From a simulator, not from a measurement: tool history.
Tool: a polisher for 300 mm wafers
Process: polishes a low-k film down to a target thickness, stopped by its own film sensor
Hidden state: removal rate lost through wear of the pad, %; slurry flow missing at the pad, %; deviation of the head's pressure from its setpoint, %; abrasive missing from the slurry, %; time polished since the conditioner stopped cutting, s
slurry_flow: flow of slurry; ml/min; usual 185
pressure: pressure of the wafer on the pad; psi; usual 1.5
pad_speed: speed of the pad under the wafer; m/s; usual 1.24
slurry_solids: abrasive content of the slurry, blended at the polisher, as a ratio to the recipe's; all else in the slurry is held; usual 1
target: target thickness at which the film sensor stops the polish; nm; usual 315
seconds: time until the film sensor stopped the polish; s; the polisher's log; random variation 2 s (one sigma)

run   hour  slurry_flow  pressure  pad_speed  slurry_solids  target  wafers since the last listed run  wafers polished on this pad  hours since the slurry nozzle was cleaned  hours since the head pressure was calibrated  hours since the slurry blender was calibrated  hours since the conditioning disc was replaced  incoming thickness of the incoming film, nm  seconds
  1      0          185       1.5       1.24              1     315                                 0                          461                                      206.3                                        1184.4                                           26.9                                            92.8                                        344.6    113.2
  2   18.4          185       1.2       1.24              1     315                               119                          580                                      224.7                                        1202.8                                           45.3                                           111.2                                        356.1    189.5
  3   53.2          185       1.2       1.24              1     315                               225                          806                                      259.5                                        1237.6                                           80.1                                             146                                        348.7    155.1
  4   74.2          185       1.5       0.92              1     315                               136                          943                                      280.5                                        1258.6                                          101.1                                             167                                        347.6    156.3
  5   91.3          200       1.5       1.54              1     315                               110                         1054                                      297.6                                        1275.7                                          118.2                                           184.1                                        347.7    107.7
  6  117.6          145       1.5       0.88            0.9     315                               170                         1224                                      323.9                                          1302                                          144.5                                           210.4                                        352.1    203.6
     135.3  -- head pressure recalibrated
     137.8  -- worn pad replaced by a new one
  7  192.3          135       1.4       1.24              1     327                               455                          353                                      398.6                                            57                                          219.2                                           285.1                                        350.9    103.6
  8  211.6          235       1.1       1.38              1     325                               125                          478                                      417.9                                          76.3                                          238.5                                           304.4                                        348.9    109.3
  9  236.3          165       1.7        0.9              1     323                               160                          639                                      442.6                                           101                                          263.2                                           329.1                                        351.5    136.5
 10  262.2          185       1.5       1.24              1     315                               168                          807                                      468.5                                         126.9                                          289.1                                             355                                        351.6    144.2
 11  288.3          185       1.1        1.6              1     315                               169                          976                                      494.6                                           153                                          315.2                                           381.1                                        350.8    159.5
 12  307.6          185       1.8        1.5            1.1     315                               125                         1102                                      513.9                                         172.3                                          334.5                                           400.4                                        351.7    103.9
 13  332.9          125       1.3       1.24           1.15     307                               164                         1266                                      539.2                                         197.6                                          359.8                                           425.7                                        353.4    217.2
 14  362.1          185       1.1       1.24              1     327                               189                         1455                                      568.4                                         226.8                                            389                                           454.9                                        349.3    126.3
     394.4  -- slurry blender recalibrated
 15  394.9          185       1.9       1.24              1     306                               199                         1655                                      601.2                                         259.6                                            0.5                                           487.7                                        351.9      143
     398.7  -- conditioning disc replaced and pad reconditioned
       410  -- worn pad replaced by a new one
 16  426.5          160       1.1       1.24            1.1     323                               166                          106                                      632.8                                         291.2                                           32.1                                            27.8                                        351.5    139.9
 17  440.4          210       1.8       1.24              1     311                                90                          197                                      646.7                                         305.1                                             46                                            41.7                                          348    115.1
     463.5  -- slurry nozzle cleaned
 18  464.9          185       1.5       1.24              1     315                               152                          349                                        1.4                                         329.6                                           70.5                                            66.2                                        346.4    120.5
 19  492.4          130       1.9       1.24              1     315                               178                          528                                       28.9                                         357.1                                             98                                            93.7                                          342       90
 20  510.1          185       1.5       1.24              1     315                               114                          642                                       46.6                                         374.8                                          115.7                                           111.4                                        347.1    121.1
 21  543.1          145       1.5       0.92            1.1     326                               214                          857                                       79.6                                         407.8                                          148.7                                           144.4                                        342.7     80.9
 22  567.2          140       1.3       1.24              1     315                               156                         1013                                      103.7                                         431.9                                          172.8                                           168.5                                        353.7    173.9
 23    587          185       1.6       1.24              1     315                               128                         1142                                      123.5                                         451.7                                          192.6                                           188.3                                        351.4    133.3
     641.9  -- worn pad replaced by a new one
 24  691.3          135       1.7       1.06              1     315                               651                          320                                      227.8                                           556                                          296.9                                           292.6                                        355.9    174.2
 25  707.3          145       1.5       1.24              1     315                               103                          424                                      243.8                                           572                                          312.9                                           308.6                                        348.2    137.5
 26  724.6          185       1.5       1.24              1     315                               112                          537                                      261.1                                         589.3                                          330.2                                           325.9                                        348.1    132.8
 27  758.3          210       1.5        1.1            1.2     319                               218                          755                                      294.8                                           623                                          363.9                                           359.6                                        353.1    140.6

3 ways to go on from here, each from the tool as it stands after run 27. What would each give?
  A  758.7          185       1.5       1.24              1     315                                 2                          758                                      295.2                                         623.4                                          364.3                                             360                                        355.4        ?
  B  758.7          125       1.5       1.24              1     323                                 2                          758                                      295.2                                         623.4                                          364.3                                             360                                        355.4        ?
  C  758.7          220       1.5       1.52              1     315                                 2                          758                                      295.2                                         623.4                                          364.3                                             360                                        355.4        ?

run  seconds
  A    166.7
  B    144.5
  C    138.2
Without the tool's hidden state the same runs would have given:
run  seconds
  A    151.2
  B      131
  C    125.3
